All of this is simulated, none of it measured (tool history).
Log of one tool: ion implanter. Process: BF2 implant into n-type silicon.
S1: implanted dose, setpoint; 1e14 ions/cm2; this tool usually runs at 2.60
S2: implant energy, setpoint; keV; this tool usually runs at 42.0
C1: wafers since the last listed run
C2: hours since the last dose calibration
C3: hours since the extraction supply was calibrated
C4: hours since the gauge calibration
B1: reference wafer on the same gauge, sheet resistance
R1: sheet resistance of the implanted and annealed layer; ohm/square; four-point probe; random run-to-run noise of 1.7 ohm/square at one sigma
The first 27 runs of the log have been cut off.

{"run": 28, "hour": 1859.7, "S1": 3.0, "S2": 50.0, "C1": 1418, "C2": 790.2, "C3": 289.0, "C4": 802.7, "B1": 524.27, "R1": 386.56}
{"run": 29, "hour": 1932.7, "S1": 2.6, "S2": 42.0, "C1": 1287, "C2": 863.2, "C3": 362.0, "C4": 875.7, "B1": 524.27, "R1": 444.63}
{"run": 30, "hour": 2031.8, "S1": 2.2, "S2": 28.5, "C1": 1748, "C2": 962.3, "C3": 461.1, "C4": 974.8, "B1": 523.97, "R1": 531.33}
{"run": 31, "hour": 2127.2, "S1": 2.6, "S2": 42.0, "C1": 1682, "C2": 1057.7, "C3": 556.5, "C4": 1070.2, "B1": 524.42, "R1": 447.5}
{"run": 32, "hour": 2227.7, "S1": 2.36, "S2": 32.0, "C1": 1772, "C2": 1158.2, "C3": 657.0, "C4": 1170.7, "B1": 524.12, "R1": 499.66}
{"run": 33, "hour": 2315.0, "S1": 2.99, "S2": 50.0, "C1": 1540, "C2": 1245.5, "C3": 744.3, "C4": 1258.0, "B1": 523.8, "R1": 385.43}
{"run": 34, "hour": 2377.9, "S1": 2.6, "S2": 51.5, "C1": 1109, "C2": 1308.4, "C3": 807.2, "C4": 1320.9, "B1": 524.33, "R1": 435.62}
{"run": 35, "hour": 2452.8, "S1": 2.37, "S2": 52.5, "C1": 1321, "C2": 1383.3, "C3": 882.1, "C4": 1395.8, "B1": 523.65, "R1": 470.96}
{"run": 36, "hour": 2512.7, "S1": 3.14, "S2": 52.5, "C1": 1056, "C2": 1443.2, "C3": 942.0, "C4": 1455.7, "B1": 524.48, "R1": 371.74}

Each row is a separate what-if for the run after 36, all from the same tool condition, not one after another. Results?
{"run": "A", "hour": 2513.1, "S1": 2.6, "S2": 42.0, "C1": 7, "C2": 1443.6, "C3": 942.4, "C4": 1456.1, "B1": "?", "R1": "?"}
{"run": "B", "hour": 2513.1, "S1": 3.19, "S2": 54.5, "C1": 7, "C2": 1443.6, "C3": 942.4, "C4": 1456.1, "B1": "?", "R1": "?"}
{"run": "C", "hour": 2513.1, "S1": 2.6, "S2": 36.5, "C1": 7, "C2": 1443.6, "C3": 942.4, "C4": 1456.1, "B1": "?", "R1": "?"}
{"run": "D", "hour": 2513.1, "S1": 2.6, "S2": 56.5, "C1": 7, "C2": 1443.6, "C3": 942.4, "C4": 1456.1, "B1": "?", "R1": "?"}
{"run": "E", "hour": 2513.1, "S1": 2.28, "S2": 51.0, "C1": 7, "C2": 1443.6, "C3": 942.4, "C4": 1456.1, "B1": "?", "R1": "?"}

run=A B1=523.73 R1=446.04
run=B B1=523.73 R1=364.76
run=C B1=523.73 R1=452.73
run=D B1=523.73 R1=429.77
run=E B1=523.73 R1=485.60
With no hidden state in the tool, these same runs would have given:
run=A R1=439.51
run=B R1=359.45
run=C R1=446.06
run=D R1=423.53
run=E R1=478.57
